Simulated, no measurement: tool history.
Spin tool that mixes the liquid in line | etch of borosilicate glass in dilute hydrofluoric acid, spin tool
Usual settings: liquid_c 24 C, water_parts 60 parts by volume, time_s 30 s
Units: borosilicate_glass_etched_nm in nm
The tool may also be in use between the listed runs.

run   hour  liquid_c  water_parts  time_s  wafers since the last listed run  hours since the thermometer was replaced  hours since the hydrofluoric acid flow meter was replaced  hours since the gauge calibration  read-back film thickness of the borosilicate glass reference wafer, read on the same gauge (nm)  borosilicate_glass_etched_nm
  1      0        24           60      30                                 0                                    1629.4                                                        886                              109.5                                                                                           120.01                         15.52
  2    6.1        24           60      30                                78                                    1635.5                                                      892.1                              115.6                                                                                           120.03                         15.67
  3   23.5        24           60      30                               225                                    1652.9                                                      909.5                                133                                                                                           119.99                         15.49
      25.7  -- gauge calibrated
  4   35.6        24           60      30                               156                                      1665                                                      921.6                                9.9                                                                                              120                          15.7
  5     48        24           60      30                               160                                    1677.4                                                        934                               22.3                                                                                           120.01                         15.47
  6   57.3        24           60      30                               120                                    1686.7                                                      943.3                               31.6                                                                                           120.01                         15.18
  7   71.5        24           35      30                               183                                    1700.9                                                      957.5                               45.8                                                                                              120                         27.72
      79.3  -- thermometer replaced
  8   81.8        24           35      30                               120                                       2.5                                                      967.8                               56.1                                                                                           119.99                         27.38
  9  113.2        24           60      30                               406                                      33.9                                                      999.2                               87.5                                                                                           119.98                         15.33
 10  126.7        24           50      30                               174                                      47.4                                                     1012.7                                101                                                                                              120                         18.56
 11  142.7        21           75      45                               207                                      63.4                                                     1028.7                                117                                                                                           119.97                         15.85
 12  159.7        22           45      30                               219                                      80.4                                                     1045.7                                134                                                                                           119.98                         19.09
     163.5  -- gauge calibrated
 13  170.9      26.5           90      30                               144                                      91.6                                                     1056.9                                7.4                                                                                              120                         10.81
 14  187.4        24           50      35                               213                                     108.1                                                     1073.4                               23.9                                                                                              120                         21.44
     201.1  -- hydrofluoric acid flow meter replaced
 15  201.6        19           45      15                               170                                     122.3                                                        0.5                               38.1                                                                                           120.03                          9.59
 16    214        24           80      45                               160                                     134.7                                                       12.9                               50.5                                                                                           119.95                         18.93
 17  248.1        24           60      30                               441                                     168.8                                                         47                               84.6                                                                                              120                         17.15
 18  254.8        24           60      30                                86                                     175.5                                                       53.7                               91.3                                                                                           120.02                          17.1

Forecast each of these 5 alternatives for the next run:
  A  255.2        24           60      30                                 5                                     175.9                                                       54.1                               91.7                                                                                                ?                             ?
  B  255.2        24           40      15                                 5                                     175.9                                                       54.1                               91.7                                                                                                ?                             ?
  C  255.2      25.5           60      15                                 5                                     175.9                                                       54.1                               91.7                                                                                                ?                             ?
  D  255.2      22.5           80      20                                 5                                     175.9                                                       54.1                               91.7                                                                                                ?                             ?
  E  255.2        24           60      25                                 5                                     175.9                                                       54.1                               91.7                                                                                                ?                             ?

run  read-back film thickness of the borosilicate glass reference wafer, read on the same gauge (nm)  borosilicate_glass_etched_nm
  A                                                                                           119.99                         17.23
  B                                                                                           119.99                         13.28
  C                                                                                           119.99                          9.16
  D                                                                                           119.99                           7.9
  E                                                                                           119.99                         14.36
Without the tool's hidden state the same runs would have given:
run  borosilicate_glass_etched_nm
  A                         17.64
  B                         13.59
  C                          9.37
  D                          8.09
  E                          14.7

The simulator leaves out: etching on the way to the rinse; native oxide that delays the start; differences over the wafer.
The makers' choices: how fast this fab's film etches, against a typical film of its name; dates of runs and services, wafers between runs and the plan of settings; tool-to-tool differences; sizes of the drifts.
